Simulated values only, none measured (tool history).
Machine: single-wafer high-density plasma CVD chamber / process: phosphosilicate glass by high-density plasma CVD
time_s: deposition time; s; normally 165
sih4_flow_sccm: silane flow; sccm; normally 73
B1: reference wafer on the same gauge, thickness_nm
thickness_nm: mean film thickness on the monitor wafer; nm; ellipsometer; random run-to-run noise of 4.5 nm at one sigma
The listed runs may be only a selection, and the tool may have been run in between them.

{"run": 1, "hour": 0.0, "time_s": 165, "sih4_flow_sccm": 73, "B1": 1159.886, "thickness_nm": 1129.247}
{"run": 2, "hour": 47.3, "time_s": 165, "sih4_flow_sccm": 73, "B1": 1161.357, "thickness_nm": 1137.539}
{"run": 3, "hour": 86.6, "time_s": 165, "sih4_flow_sccm": 73, "B1": 1159.568, "thickness_nm": 1138.324}
{"run": 4, "hour": 131.8, "time_s": 165, "sih4_flow_sccm": 73, "B1": 1159.527, "thickness_nm": 1126.81}
{"run": 5, "hour": 163.4, "time_s": 165, "sih4_flow_sccm": 73, "B1": 1161.5, "thickness_nm": 1127.859}
{"run": 6, "hour": 207.1, "time_s": 165, "sih4_flow_sccm": 73, "B1": 1158.592, "thickness_nm": 1141.015}
{"run": 7, "hour": 249.0, "time_s": 165, "sih4_flow_sccm": 73, "B1": 1159.033, "thickness_nm": 1138.838}
{"run": 8, "hour": 319.5, "time_s": 154, "sih4_flow_sccm": 73, "B1": 1159.665, "thickness_nm": 1051.241}
{"run": 9, "hour": 380.1, "time_s": 154, "sih4_flow_sccm": 73, "B1": 1158.423, "thickness_nm": 1054.517}
{"run": 10, "hour": 421.7, "time_s": 154, "sih4_flow_sccm": 73, "B1": 1160.022, "thickness_nm": 1055.662}
{"run": 11, "hour": 452.6, "time_s": 165, "sih4_flow_sccm": 73, "B1": 1158.178, "thickness_nm": 1126.441}
{"run": 12, "hour": 592.4, "time_s": 165, "sih4_flow_sccm": 73, "B1": 1159.583, "thickness_nm": 1127.295}
{"run": 13, "hour": 640.0, "time_s": 165, "sih4_flow_sccm": 73, "B1": 1161.402, "thickness_nm": 1132.387}
{"run": 14, "hour": 762.7, "time_s": 165, "sih4_flow_sccm": 73, "B1": 1160.044, "thickness_nm": 1121.204}
{"run": 15, "hour": 800.3, "time_s": 192, "sih4_flow_sccm": 79, "B1": 1159.541, "thickness_nm": 1422.353}
{"run": 16, "hour": 864.6, "time_s": 165, "sih4_flow_sccm": 73, "B1": 1159.689, "thickness_nm": 1123.553}
{"run": 17, "hour": 900.9, "time_s": 165, "sih4_flow_sccm": 63, "B1": 1160.346, "thickness_nm": 977.043}
{"run": 18, "hour": 928.1, "time_s": 165, "sih4_flow_sccm": 73, "B1": 1157.521, "thickness_nm": 1123.911}
{"hour": 960.2, "done": "silane flow controller replaced"}
{"hour": 966.0, "done": "gauge calibrated"}
{"run": 19, "hour": 971.4, "time_s": 178, "sih4_flow_sccm": 61, "B1": 1160.46, "thickness_nm": 1022.54}
{"run": 20, "hour": 1006.8, "time_s": 165, "sih4_flow_sccm": 73, "B1": 1160.234, "thickness_nm": 1130.292}
{"run": 21, "hour": 1067.7, "time_s": 165, "sih4_flow_sccm": 73, "B1": 1162.042, "thickness_nm": 1123.78}
{"run": 22, "hour": 1120.4, "time_s": 147, "sih4_flow_sccm": 82, "B1": 1159.886, "thickness_nm": 1127.543}
{"run": 23, "hour": 1160.5, "time_s": 138, "sih4_flow_sccm": 65, "B1": 1161.468, "thickness_nm": 848.301}

What will run 24 give?
{"run": 24, "hour": 1210.6, "time_s": 194, "sih4_flow_sccm": 61, "B1": "?", "thickness_nm": "?"}

Logged for run 24: B1 1160.478, thickness_nm 1118.745 nm.
Take away the tool's hidden state, keep the run-to-run variation as it was, and the same run would have given thickness_nm 1118.745 nm.

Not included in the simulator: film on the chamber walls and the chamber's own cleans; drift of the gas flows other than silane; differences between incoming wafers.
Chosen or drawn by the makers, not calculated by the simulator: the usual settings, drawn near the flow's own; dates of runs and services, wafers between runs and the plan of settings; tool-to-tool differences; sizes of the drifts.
